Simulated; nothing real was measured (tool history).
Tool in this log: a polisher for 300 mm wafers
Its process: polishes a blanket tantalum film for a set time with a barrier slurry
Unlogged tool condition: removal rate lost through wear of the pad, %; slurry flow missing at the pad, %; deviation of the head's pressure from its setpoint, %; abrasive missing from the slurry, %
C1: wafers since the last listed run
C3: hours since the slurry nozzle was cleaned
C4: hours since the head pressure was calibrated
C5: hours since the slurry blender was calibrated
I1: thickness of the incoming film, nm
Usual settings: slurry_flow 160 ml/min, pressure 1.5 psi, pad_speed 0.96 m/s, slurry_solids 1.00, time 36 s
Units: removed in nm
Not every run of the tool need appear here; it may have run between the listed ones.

Run 1, hour 0.0: usual settings; C1 0; wafers polished on this pad 387; C3 601.8; C4 482.0; C5 35.5; I1 406.3. Result: removed 37.8 nm.
Run 2, hour 8.0: usual settings; C1 119; wafers polished on this pad 507; C3 609.8; C4 490.0; C5 43.5; I1 399.6. Result: removed 37.0 nm.
At hour 18.9: worn pad replaced by a new one.
Run 3, hour 19.2: usual settings; C1 107; wafers polished on this pad 4; C3 621.0; C4 501.2; C5 54.7; I1 403.7. Result: removed 36.5 nm.
Run 4, hour 25.6: usual settings; C1 95; wafers polished on this pad 100; C3 627.4; C4 507.6; C5 61.1; I1 401.5. Result: removed 36.3 nm.
Run 5, hour 34.0: usual settings; C1 125; wafers polished on this pad 226; C3 635.8; C4 516.0; C5 69.5; I1 403.7. Result: removed 35.3 nm.
Run 6, hour 50.7: usual settings but slurry_flow 175 ml/min; C1 249; wafers polished on this pad 475; C3 652.5; C4 532.7; C5 86.2; I1 406.6. Result: removed 35.5 nm.
At hour 64.1: worn pad replaced by a new one.
Run 7, hour 67.2: usual settings; C1 186; wafers polished on this pad 46; C3 669.0; C4 549.2; C5 102.7; I1 396.8. Result: removed 34.6 nm.
Run 8, hour 77.3: usual settings but slurry_flow 140 ml/min, slurry_solids 0.85; C1 151; wafers polished on this pad 197; C3 679.1; C4 559.3; C5 112.8; I1 398.7. Result: removed 31.1 nm.
Run 9, hour 93.4: usual settings but pad_speed 1.28 m/s; C1 240; wafers polished on this pad 438; C3 695.2; C4 575.4; C5 128.9; I1 399.0. Result: removed 45.0 nm.
At hour 100.6: slurry nozzle cleaned.
At hour 101.5: head pressure recalibrated.
Run 10, hour 102.0: usual settings but pressure 1.8 psi, pad_speed 0.80 m/s, time 45 s; C1 100; wafers polished on this pad 539; C3 1.4; C4 0.5; C5 137.5; I1 401.3. Result: removed 41.3 nm.
At hour 105.5: slurry blender recalibrated.
At hour 110.6: worn pad replaced by a new one.
Run 11, hour 111.1: usual settings; C1 46; wafers polished on this pad 7; C3 10.5; C4 9.6; C5 5.6; I1 396.4. Result: removed 37.4 nm.

For run 12, what comes out?
Run 12, hour 125.5: usual settings but pad_speed 1.06 m/s, time 47 s; C1 215; wafers polished on this pad 222; C3 24.9; C4 24.0; C5 20.0; I1 402.9. Result: removed ?.

removed: 53.6 nm
If the tool had no hidden condition, the same run with the same run-to-run variation would have returned removed 55.3 nm.
